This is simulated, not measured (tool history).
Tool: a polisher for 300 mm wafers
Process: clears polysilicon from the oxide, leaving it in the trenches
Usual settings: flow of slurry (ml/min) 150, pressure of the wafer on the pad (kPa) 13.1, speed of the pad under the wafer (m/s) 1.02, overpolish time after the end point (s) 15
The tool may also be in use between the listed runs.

| run | hour | flow of slurry (ml/min) | pressure of the wafer on the pad (kPa) | speed of the pad under the wafer (m/s) | overpolish time after the end point (s) | wafers since the last listed run | wafers polished on this pad | hours since the slurry nozzle was cleaned | hours since the head pressure was calibrated | incoming thickness of the incoming film, nm | time until the end point was called (s) |
|---|---|---|---|---|---|---|---|---|---|---|---|
| 1 | 0.0 | 150 | 13.1 | 1.02 | 15 | 0 | 662 | 281.9 | 1429.1 | 349.6 | 28.5 |
| 2 | 9.0 | 150 | 13.1 | 1.02 | 15 | 115 | 778 | 290.9 | 1438.1 | 353.0 | 29.1 |
| 3 | 26.5 | 150 | 13.1 | 1.02 | 15 | 224 | 1002 | 308.4 | 1455.6 | 352.4 | 29.2 |
| 4 | 42.7 | 150 | 16.5 | 1.02 | 15 | 207 | 1210 | 324.6 | 1471.8 | 352.6 | 23.1 |
|  | 52.8 | worn pad replaced by a new one |
| 5 | 53.3 | 150 | 16.5 | 1.02 | 15 | 84 | 6 | 335.2 | 1482.4 | 348.4 | 22.8 |
| 6 | 66.4 | 150 | 16.5 | 1.02 | 15 | 168 | 174 | 348.3 | 1495.5 | 348.5 | 22.8 |
| 7 | 82.5 | 150 | 13.1 | 1.02 | 15 | 206 | 381 | 364.4 | 1511.6 | 351.2 | 29.3 |
|  | 91.7 | slurry nozzle cleaned |
| 8 | 100.5 | 150 | 13.1 | 1.02 | 15 | 218 | 599 | 8.8 | 1529.6 | 349.0 | 28.3 |
| 9 | 115.7 | 115 | 13.1 | 0.80 | 15 | 194 | 794 | 24.0 | 1544.8 | 348.9 | 38.6 |
|  | 122.7 | head pressure recalibrated |
| 10 | 127.6 | 105 | 13.1 | 1.16 | 11 | 126 | 921 | 35.9 | 4.9 | 347.3 | 27.0 |
| 11 | 135.0 | 150 | 17.2 | 1.02 | 10 | 94 | 1016 | 43.3 | 12.3 | 351.4 | 22.1 |
|  | 153.8 | worn pad replaced by a new one |
| 12 | 154.3 | 105 | 9.0 | 1.32 | 23 | 196 | 5 | 62.6 | 31.6 | 351.2 | 35.9 |
| 13 | 160.6 | 150 | 15.2 | 0.80 | 15 | 80 | 86 | 68.9 | 37.9 | 352.7 | 32.0 |
| 14 | 169.7 | 175 | 13.1 | 1.02 | 15 | 116 | 203 | 78.0 | 47.0 | 356.3 | 28.6 |
| 15 | 185.2 | 130 | 9.7 | 0.92 | 19 | 198 | 402 | 93.5 | 62.5 | 346.8 | 44.0 |
| 16 | 198.1 | 130 | 9.7 | 0.92 | 19 | 165 | 567 | 106.4 | 75.4 | 345.2 | 44.1 |
| 17 | 205.2 | 150 | 17.2 | 1.02 | 10 | 91 | 658 | 113.5 | 82.5 | 349.1 | 21.9 |

How the hidden state differs across the entries between the runs, from the last listed run before each to the first after it:
Between runs 4 and 5: worn pad replaced by a new one (hour 52.8)
  no hidden state differs between the two runs
Between runs 7 and 8: slurry nozzle cleaned (hour 91.7)
  no hidden state differs between the two runs
Between runs 9 and 10: head pressure recalibrated (hour 122.7)
  no hidden state differs between the two runs
Between runs 11 and 12: worn pad replaced by a new one (hour 153.8)
  no hidden state differs between the two runs
